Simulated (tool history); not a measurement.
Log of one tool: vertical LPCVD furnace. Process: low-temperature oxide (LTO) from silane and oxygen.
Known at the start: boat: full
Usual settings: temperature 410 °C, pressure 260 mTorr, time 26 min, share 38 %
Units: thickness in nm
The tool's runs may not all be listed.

run   hour  temperature  pressure  time  share  wafers since the last listed run  hours since the last temperature calibration  hours since the pressure gauge was zeroed  hours since the silane flow controller was replaced  hours since the gauge calibration  read-back reference wafer on the same gauge, thickness  thickness
  1      0          410       260    26     36                                 0                                        2461.3                                     2706.5                                               3533.2                              198.8                                                  343.82     287.73
  2   34.2          410       260    26     36                               316                                        2495.5                                     2740.7                                               3567.4                                233                                                  343.96     289.88
  3   51.3          410       230    26     38                               158                                        2512.6                                     2757.8                                               3584.5                              250.1                                                   343.7     272.09
  4     85          410       230    26     38                               311                                        2546.3                                     2791.5                                               3618.2                              283.8                                                  343.92     272.57
  5   97.5          410       230    26     38                               115                                        2558.8                                       2804                                               3630.7                              296.3                                                  344.17     274.02
  6  127.8          410       260    26     38                               280                                        2589.1                                     2834.3                                                 3661                              326.6                                                  343.58     307.19
  7  142.9          410       260    26     38                               139                                        2604.2                                     2849.4                                               3676.1                              341.7                                                  343.79     308.57
  8  174.5          410       260    26     38                               292                                        2635.8                                       2881                                               3707.7                              373.3                                                  343.88        308
  9  198.4          407       260    32     38                               220                                        2659.7                                     2904.9                                               3731.6                              397.2                                                  344.05     368.23
 10  214.5          410       260    26     38                               148                                        2675.8                                       2921                                               3747.7                              413.3                                                  344.26     309.54
 11  229.6          410       260    26     38                               139                                        2690.9                                     2936.1                                               3762.8                              428.4                                                     344     309.59
     261.6  -- pressure gauge zeroed
 12  262.1          410       260    26     38                                78                                        2723.4                                        0.5                                               3795.3                              460.9                                                  344.02     308.56
       289  -- silane flow controller replaced
 13  289.5          410       260    26     38                                31                                        2750.8                                       27.9                                                  0.5                              488.3                                                  343.98      309.2
     316.2  -- thermocouples replaced and temperature profile calibrated
 14  316.7          406       225    20     41                                29                                           0.5                                       55.1                                                 27.7                              515.5                                                  343.52     213.58
 15  332.5          410       280    19     38                               146                                          16.3                                       70.9                                                 43.5                              531.3                                                  344.03     240.74
 16  424.4          410       315    26     38                               849                                         108.2                                      162.8                                                135.4                              623.2                                                  344.28     371.78
 17  451.1          410       260    26     38                               246                                         134.9                                      189.5                                                162.1                              649.9                                                  344.52     308.53
 18  463.7          410       260  22.5     38                               116                                         147.5                                      202.1                                                174.7                              662.5                                                  343.81     263.84
 19  480.8          410       260    26     38                               158                                         164.6                                      219.2                                                191.8                              679.6                                                  343.75     308.27
     496.4  -- gauge calibrated
 20  509.1          410       260    26     38                               261                                         192.9                                      247.5                                                220.1                               12.7                                                  344.45     307.57
 21  536.4          405       260    23     41                               252                                         220.2                                      274.8                                                247.4                                 40                                                  343.67     279.97
 22  557.9          421       300    30     35                               198                                         241.7                                      296.3                                                268.9                               61.5                                                  344.25     415.58
 23  588.7          404       205  32.5     31                               284                                         272.5                                      327.1                                                299.7                               92.3                                                  344.19     217.26
 24  602.4          401       215    26     38                               126                                         286.2                                      340.8                                                313.4                                106                                                  344.33     231.81
 25  619.9          410       260    26     38                               161                                         303.7                                      358.3                                                330.9                              123.5                                                   343.6      308.8
 26  646.8          419       260    26     31                               248                                         330.6                                      385.2                                                357.8                              150.4                                                   344.1     260.88

Hidden state at the last listed run before each entry between runs and at the first one after, where it differs:
Between runs 11 and 12: pressure gauge zeroed (hour 261.6)
  no hidden state differs between the two runs
Between runs 12 and 13: silane flow controller replaced (hour 289)
  no hidden state differs between the two runs
Between runs 13 and 14: thermocouples replaced and temperature profile calibrated (hour 316.2)
  no hidden state differs between the two runs
Between runs 19 and 20: gauge calibrated (hour 496.4)
  no hidden state differs between the two runs
